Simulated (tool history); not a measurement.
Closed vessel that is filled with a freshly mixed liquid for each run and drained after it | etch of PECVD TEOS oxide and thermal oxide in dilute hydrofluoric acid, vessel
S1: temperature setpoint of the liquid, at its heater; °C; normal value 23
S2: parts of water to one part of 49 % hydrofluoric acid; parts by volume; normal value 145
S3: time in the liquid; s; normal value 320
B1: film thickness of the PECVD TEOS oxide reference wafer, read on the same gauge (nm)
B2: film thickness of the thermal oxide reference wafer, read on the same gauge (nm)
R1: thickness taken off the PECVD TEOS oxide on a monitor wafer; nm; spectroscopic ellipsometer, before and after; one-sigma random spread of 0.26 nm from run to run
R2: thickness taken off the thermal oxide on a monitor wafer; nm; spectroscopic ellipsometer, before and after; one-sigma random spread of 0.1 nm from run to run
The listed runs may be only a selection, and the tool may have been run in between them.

run    day  S1   S2   S3      B1     B2      R1     R2
  1      0  23  145  320  110.02  69.98   47.84   9.23
  2    0.4  23  145  320  109.97  69.97   47.64   9.01
  3  0.721  23  145  220  110.05  69.97   33.04   6.22
  4  1.062  23  145  320  109.98  69.99   47.37   9.02
  5  1.754  23  145  360  110.01  70.01   53.38  10.19
  6  2.129  23  145  360  109.99  69.99   53.08  10.09
  7  2.625  23  145  320  109.99  69.96   47.33    9.1
  8  2.921  23  145  320  109.99  69.99   47.43   9.05
  9  3.192  28  175  505  109.99  70.01    72.4  13.74
 10    3.5  23  145  320  110.02  70.05   47.51   8.98
 11  4.162  23  145  320  110.03  70.05   46.92   9.04
 12  4.571  27  115  495  109.99  69.97  111.73  21.09
 13  5.158  23  145  320  109.99  69.97   47.31   9.07
 14    5.7  25  145  430  109.98     70   68.38  13.01
 15  6.133  23  145  320  109.99  69.99   47.05   9.07

Run 16 has not been measured yet. What should we expect?
     6.146  -- gauge calibrated
     6.212  -- thermometer replaced
 16  6.567  20.5  80  155   ?   ?   ?   ?

{"run 16": {"B1": 110.02, "B2": 70.03, "R1": 44.21, "R2": 8.36}}
With no hidden state in the tool, this same run would have given R1 46.46 nm, R2 8.79 nm.

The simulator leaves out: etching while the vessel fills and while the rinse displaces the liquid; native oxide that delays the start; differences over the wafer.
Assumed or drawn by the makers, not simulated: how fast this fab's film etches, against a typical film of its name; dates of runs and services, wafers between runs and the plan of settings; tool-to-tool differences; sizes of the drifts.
